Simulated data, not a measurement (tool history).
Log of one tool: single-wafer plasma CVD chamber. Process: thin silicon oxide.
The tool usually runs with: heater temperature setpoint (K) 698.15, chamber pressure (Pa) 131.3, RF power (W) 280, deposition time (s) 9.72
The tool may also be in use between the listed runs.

run,hour,heater temperature setpoint (K),chamber pressure (Pa),RF power (W),deposition time (s),"read-back reference wafer on the same gauge, thickness_nm",mean film thickness on the monitor wafer (Å)
1,0,698.15,131.3,280,9.72,22.525,208.34
2,33.8,698.15,131.3,280,9.72,22.52,208.87
3,66.3,698.15,131.3,280,9.72,22.582,209.3
4,102.1,698.15,131.3,245,10.11,22.59,206.94
5,183.8,698.15,131.3,245,10.11,22.709,208.6
# hour 189.2: gauge calibrated
6,213.1,698.15,131.3,280,9.72,21.935,205.14
7,244.6,698.15,131.3,230,8.78,21.962,170.5
# hour 253.8: showerhead replaced
8,265.5,694.15,131.3,280,10.35,21.964,217.29
# hour 290.9: RF generator calibrated
9,296.6,710.15,131.3,305,9.72,21.959,209.07
10,315.1,698.15,131.3,280,10.63,21.922,224.22
11,350.5,693.15,131.3,240,9.72,21.991,192.61
12,381.7,694.15,131.3,305,8.49,21.985,184.69
13,394.1,709.15,131.3,280,9.72,21.98,203.01
14,421.7,698.15,131.3,280,9.72,21.955,204.54
15,438.3,702.15,131.3,280,10.34,21.996,216.46
# hour 458.8: thermocouple changed; heater temperature recalibrated
16,462.3,703.15,112,280,9.72,21.994,174.99
# hour 486.2: capacitance manometer re-zeroed and calibrated
17,486.7,698.15,131.3,280,9.72,21.982,203.72
18,506.6,698.15,131.3,280,9.72,22.023,204.5
19,521.9,708.15,131.3,330,10.44,22.012,232.44
20,548.3,713.15,160.5,280,10.26,22.03,244.38
21,575.5,698.15,121.7,280,9.72,22.016,191.99
22,606.7,698.15,131.3,280,9.72,22.029,203.79
23,628.8,708.15,159.1,280,9.72,22.032,232.47
24,663.8,698.15,131.3,280,8.37,22.068,177.42
25,687,713.15,160.5,280,10.26,22.052,246.19
26,705.5,698.15,131.3,280,9.72,22.083,204.1
27,731.9,688.15,131.3,240,9.72,22.107,195.25
28,763.2,698.15,122.9,280,9.72,22.112,192.06

Below are 5 alternative next runs, each starting from the tool's condition after run 28. Predict each:
A,763.6,698.15,131.3,280,11.38,?,?
B,763.6,712.15,131.3,245,11.6,?,?
C,763.6,705.15,105.9,280,11.39,?,?
D,763.6,698.15,99.2,280,8,?,?
E,763.6,710.15,116.4,230,9.72,?,?

run,"read-back reference wafer on the same gauge, thickness_nm",mean film thickness on the monitor wafer (Å)
A,22.132,240.91
B,22.132,230.38
C,22.132,194.63
D,22.132,127.71
E,22.132,168.38
With no hidden state in the tool, these same runs would have given:
run,mean film thickness on the monitor wafer (Å)
A,238.56
B,228.14
C,192.73
D,126.47
E,166.74
